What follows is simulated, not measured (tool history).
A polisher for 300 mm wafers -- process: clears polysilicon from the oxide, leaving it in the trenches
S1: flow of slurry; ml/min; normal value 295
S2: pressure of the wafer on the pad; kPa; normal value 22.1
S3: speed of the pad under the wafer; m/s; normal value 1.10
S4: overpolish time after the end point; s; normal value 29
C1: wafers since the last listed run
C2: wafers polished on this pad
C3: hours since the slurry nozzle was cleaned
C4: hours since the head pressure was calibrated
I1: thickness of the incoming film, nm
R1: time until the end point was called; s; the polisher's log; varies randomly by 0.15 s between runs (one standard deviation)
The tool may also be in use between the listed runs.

{"run": 1, "day": 0.0, "S1": 295, "S2": 22.1, "S3": 1.1, "S4": 29, "C1": 0, "C2": 1273, "C3": 308.8, "C4": 1484.0, "I1": 411.2, "R1": 18.6}
{"day": 0.454, "done": "worn pad replaced by a new one"}
{"run": 2, "day": 0.475, "S1": 295, "S2": 22.1, "S3": 1.1, "S4": 29, "C1": 79, "C2": 4, "C3": 320.2, "C4": 1495.4, "I1": 414.5, "R1": 18.5}
{"run": 3, "day": 1.238, "S1": 295, "S2": 22.1, "S3": 1.1, "S4": 29, "C1": 195, "C2": 200, "C3": 338.5, "C4": 1513.7, "I1": 410.9, "R1": 18.2}
{"run": 4, "day": 1.867, "S1": 295, "S2": 22.1, "S3": 1.1, "S4": 29, "C1": 161, "C2": 362, "C3": 353.6, "C4": 1528.8, "I1": 401.8, "R1": 18.3}
{"run": 5, "day": 2.446, "S1": 295, "S2": 22.1, "S3": 1.1, "S4": 29, "C1": 148, "C2": 510, "C3": 367.5, "C4": 1542.7, "I1": 407.9, "R1": 18.5}
{"run": 6, "day": 2.821, "S1": 295, "S2": 22.1, "S3": 1.1, "S4": 29, "C1": 96, "C2": 607, "C3": 376.5, "C4": 1551.7, "I1": 412.3, "R1": 18.6}
{"run": 7, "day": 3.392, "S1": 295, "S2": 27.6, "S3": 0.8, "S4": 29, "C1": 146, "C2": 753, "C3": 390.2, "C4": 1565.4, "I1": 417.6, "R1": 19.9}
{"run": 8, "day": 3.862, "S1": 295, "S2": 27.6, "S3": 0.8, "S4": 29, "C1": 120, "C2": 874, "C3": 401.5, "C4": 1576.7, "I1": 402.5, "R1": 19.3}
{"day": 4.442, "done": "head pressure recalibrated"}
{"run": 9, "day": 5.112, "S1": 295, "S2": 27.6, "S3": 0.8, "S4": 29, "C1": 299, "C2": 1174, "C3": 431.5, "C4": 16.1, "I1": 410.5, "R1": 19.7}
{"run": 10, "day": 5.583, "S1": 295, "S2": 22.1, "S3": 1.1, "S4": 29, "C1": 120, "C2": 1295, "C3": 442.8, "C4": 27.4, "I1": 410.9, "R1": 18.7}
{"day": 5.762, "done": "worn pad replaced by a new one"}
{"day": 5.829, "done": "slurry nozzle cleaned"}
{"run": 11, "day": 5.921, "S1": 390, "S2": 22.1, "S3": 0.96, "S4": 44, "C1": 33, "C2": 29, "C3": 2.2, "C4": 35.5, "I1": 410.6, "R1": 21.0}
{"run": 12, "day": 6.35, "S1": 295, "S2": 22.1, "S3": 1.1, "S4": 29, "C1": 110, "C2": 139, "C3": 12.5, "C4": 45.8, "I1": 413.6, "R1": 19.7}
{"run": 13, "day": 6.908, "S1": 250, "S2": 17.2, "S3": 1.44, "S4": 24, "C1": 143, "C2": 283, "C3": 25.9, "C4": 59.2, "I1": 403.5, "R1": 20.4}
{"day": 7.096, "done": "slurry nozzle cleaned, repeated, since the last time left the tool worse"}
{"run": 14, "day": 7.504, "S1": 210, "S2": 22.1, "S3": 1.1, "S4": 42, "C1": 142, "C2": 425, "C3": 9.8, "C4": 73.5, "I1": 409.5, "R1": 18.6}
{"run": 15, "day": 7.854, "S1": 295, "S2": 27.6, "S3": 1.22, "S4": 29, "C1": 89, "C2": 515, "C3": 18.2, "C4": 81.9, "I1": 406.4, "R1": 12.7}
{"run": 16, "day": 8.408, "S1": 295, "S2": 20.0, "S3": 1.42, "S4": 29, "C1": 142, "C2": 657, "C3": 31.5, "C4": 95.2, "I1": 412.7, "R1": 15.7}
{"run": 17, "day": 9.138, "S1": 295, "S2": 22.1, "S3": 1.36, "S4": 34, "C1": 187, "C2": 844, "C3": 49.0, "C4": 112.7, "I1": 410.7, "R1": 14.7}
{"run": 18, "day": 9.525, "S1": 355, "S2": 19.3, "S3": 1.1, "S4": 22, "C1": 99, "C2": 944, "C3": 58.3, "C4": 122.0, "I1": 414.2, "R1": 20.4}

Measured less the same run without the tool's hidden state. The same run-to-run variation is in both; the gauge's scatter may not be:
The hidden state here: removal rate lost through wear of the pad, %; slurry flow missing at the pad, %; deviation of the head's pressure from its setpoint, %.
run=1 R1=+0.7
run=2 R1=+0.8
run=3 R1=+0.7
run=4 R1=+0.8
run=5 R1=+0.7
run=6 R1=+0.8
run=7 R1=+0.8
run=8 R1=+0.8
run=9 R1=+0.9
run=10 R1=+0.8
run=11 R1=+1.5
run=12 R1=+1.9
run=13 R1=+2.6
run=14 R1=+0.1
run=15 R1=+0.1
run=16 R1=+0.1
run=17 R1=+0.2
run=18 R1=+0.3
